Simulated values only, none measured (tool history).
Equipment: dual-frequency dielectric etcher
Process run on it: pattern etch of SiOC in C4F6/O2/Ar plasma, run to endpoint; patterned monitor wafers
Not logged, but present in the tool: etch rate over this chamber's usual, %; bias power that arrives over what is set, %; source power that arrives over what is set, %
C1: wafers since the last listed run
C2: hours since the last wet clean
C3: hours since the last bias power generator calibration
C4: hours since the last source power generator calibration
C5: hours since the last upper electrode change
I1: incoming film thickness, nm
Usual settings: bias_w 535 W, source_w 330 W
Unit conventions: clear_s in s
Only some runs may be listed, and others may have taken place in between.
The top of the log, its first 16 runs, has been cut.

{"run": 17, "hour": 1073.0, "bias_w": 535, "source_w": 330, "C1": 1573, "C2": 463.1, "C3": 3184.2, "C4": 985.1, "C5": 1747.4, "I1": 28.92, "clear_s": 10.8}
{"run": 18, "hour": 1157.8, "bias_w": 595, "source_w": 330, "C1": 2094, "C2": 547.9, "C3": 3269.0, "C4": 1069.9, "C5": 1832.2, "I1": 28.95, "clear_s": 10.2}
{"hour": 1220.5, "done": "wet clean of the chamber"}
{"run": 19, "hour": 1224.0, "bias_w": 473, "source_w": 330, "C1": 1042, "C2": 3.5, "C3": 3335.2, "C4": 1136.1, "C5": 1898.4, "I1": 28.79, "clear_s": 11.5}
{"run": 20, "hour": 1289.7, "bias_w": 535, "source_w": 330, "C1": 1622, "C2": 69.2, "C3": 3400.9, "C4": 1201.8, "C5": 1964.1, "I1": 28.99, "clear_s": 10.7}
{"run": 21, "hour": 1377.2, "bias_w": 425, "source_w": 280, "C1": 2161, "C2": 156.7, "C3": 3488.4, "C4": 1289.3, "C5": 2051.6, "I1": 28.73, "clear_s": 13.5}
{"run": 22, "hour": 1482.5, "bias_w": 535, "source_w": 330, "C1": 2600, "C2": 262.0, "C3": 3593.7, "C4": 1394.6, "C5": 2156.9, "I1": 28.79, "clear_s": 10.7}
{"hour": 1487.2, "done": "bias power generator calibrated"}
{"hour": 1515.6, "done": "upper electrode replaced, of another model than before"}
{"run": 23, "hour": 1596.1, "bias_w": 446, "source_w": 370, "C1": 2114, "C2": 375.6, "C3": 108.9, "C4": 1508.2, "C5": 80.5, "I1": 28.78, "clear_s": 12.5}
{"run": 24, "hour": 1669.2, "bias_w": 646, "source_w": 370, "C1": 1805, "C2": 448.7, "C3": 182.0, "C4": 1581.3, "C5": 153.6, "I1": 28.81, "clear_s": 9.0}
{"run": 25, "hour": 1763.6, "bias_w": 621, "source_w": 290, "C1": 2331, "C2": 543.1, "C3": 276.4, "C4": 1675.7, "C5": 248.0, "I1": 29.02, "clear_s": 10.1}
{"run": 26, "hour": 1802.9, "bias_w": 472, "source_w": 290, "C1": 970, "C2": 582.4, "C3": 315.7, "C4": 1715.0, "C5": 287.3, "I1": 28.89, "clear_s": 12.7}
{"hour": 1844.0, "done": "wet clean of the chamber"}
{"run": 27, "hour": 1905.5, "bias_w": 661, "source_w": 380, "C1": 1941, "C2": 61.5, "C3": 418.3, "C4": 1817.6, "C5": 389.9, "I1": 28.83, "clear_s": 8.8}
{"run": 28, "hour": 1949.0, "bias_w": 433, "source_w": 360, "C1": 1074, "C2": 105.0, "C3": 461.8, "C4": 1861.1, "C5": 433.4, "I1": 28.9, "clear_s": 13.0}
{"hour": 1955.9, "done": "source power generator calibrated"}
{"run": 29, "hour": 2029.9, "bias_w": 439, "source_w": 400, "C1": 1899, "C2": 185.9, "C3": 542.7, "C4": 74.0, "C5": 514.3, "I1": 28.74, "clear_s": 12.3}
{"run": 30, "hour": 2148.6, "bias_w": 634, "source_w": 330, "C1": 2931, "C2": 304.6, "C3": 661.4, "C4": 192.7, "C5": 633.0, "I1": 28.92, "clear_s": 9.4}
{"run": 31, "hour": 2252.0, "bias_w": 446, "source_w": 370, "C1": 2553, "C2": 408.0, "C3": 764.8, "C4": 296.1, "C5": 736.4, "I1": 28.75, "clear_s": 12.3}
{"run": 32, "hour": 2341.7, "bias_w": 640, "source_w": 400, "C1": 2215, "C2": 497.7, "C3": 854.5, "C4": 385.8, "C5": 826.1, "I1": 28.35, "clear_s": 8.7}
{"run": 33, "hour": 2441.2, "bias_w": 619, "source_w": 410, "C1": 2457, "C2": 597.2, "C3": 954.0, "C4": 485.3, "C5": 925.6, "I1": 28.5, "clear_s": 8.7}
{"run": 34, "hour": 2488.5, "bias_w": 475, "source_w": 370, "C1": 1168, "C2": 644.5, "C3": 1001.3, "C4": 532.6, "C5": 972.9, "I1": 28.76, "clear_s": 11.6}
{"hour": 2548.7, "done": "wet clean of the chamber"}
{"run": 35, "hour": 2593.5, "bias_w": 420, "source_w": 310, "C1": 2000, "C2": 44.8, "C3": 1106.3, "C4": 637.6, "C5": 1077.9, "I1": 28.42, "clear_s": 13.7}
{"run": 36, "hour": 2671.1, "bias_w": 665, "source_w": 330, "C1": 1916, "C2": 122.4, "C3": 1183.9, "C4": 715.2, "C5": 1155.5, "I1": 28.89, "clear_s": 8.9}

Predict each of these 3 candidate next runs independently; none follows another, all start after run 36:
{"run": "A", "hour": 2671.5, "bias_w": 535, "source_w": 350, "C1": 9, "C2": 122.8, "C3": 1184.3, "C4": 715.6, "C5": 1155.9, "I1": 28.64, "clear_s": "?"}
{"run": "B", "hour": 2671.5, "bias_w": 535, "source_w": 370, "C1": 9, "C2": 122.8, "C3": 1184.3, "C4": 715.6, "C5": 1155.9, "I1": 28.64, "clear_s": "?"}
{"run": "C", "hour": 2671.5, "bias_w": 643, "source_w": 270, "C1": 9, "C2": 122.8, "C3": 1184.3, "C4": 715.6, "C5": 1155.9, "I1": 28.64, "clear_s": "?"}

run=A clear_s=10.5
run=B clear_s=10.3
run=C clear_s=9.7
Without the tool's unlogged condition, the same runs would have read:
run=A clear_s=10.7
run=B clear_s=10.5
run=C clear_s=9.9

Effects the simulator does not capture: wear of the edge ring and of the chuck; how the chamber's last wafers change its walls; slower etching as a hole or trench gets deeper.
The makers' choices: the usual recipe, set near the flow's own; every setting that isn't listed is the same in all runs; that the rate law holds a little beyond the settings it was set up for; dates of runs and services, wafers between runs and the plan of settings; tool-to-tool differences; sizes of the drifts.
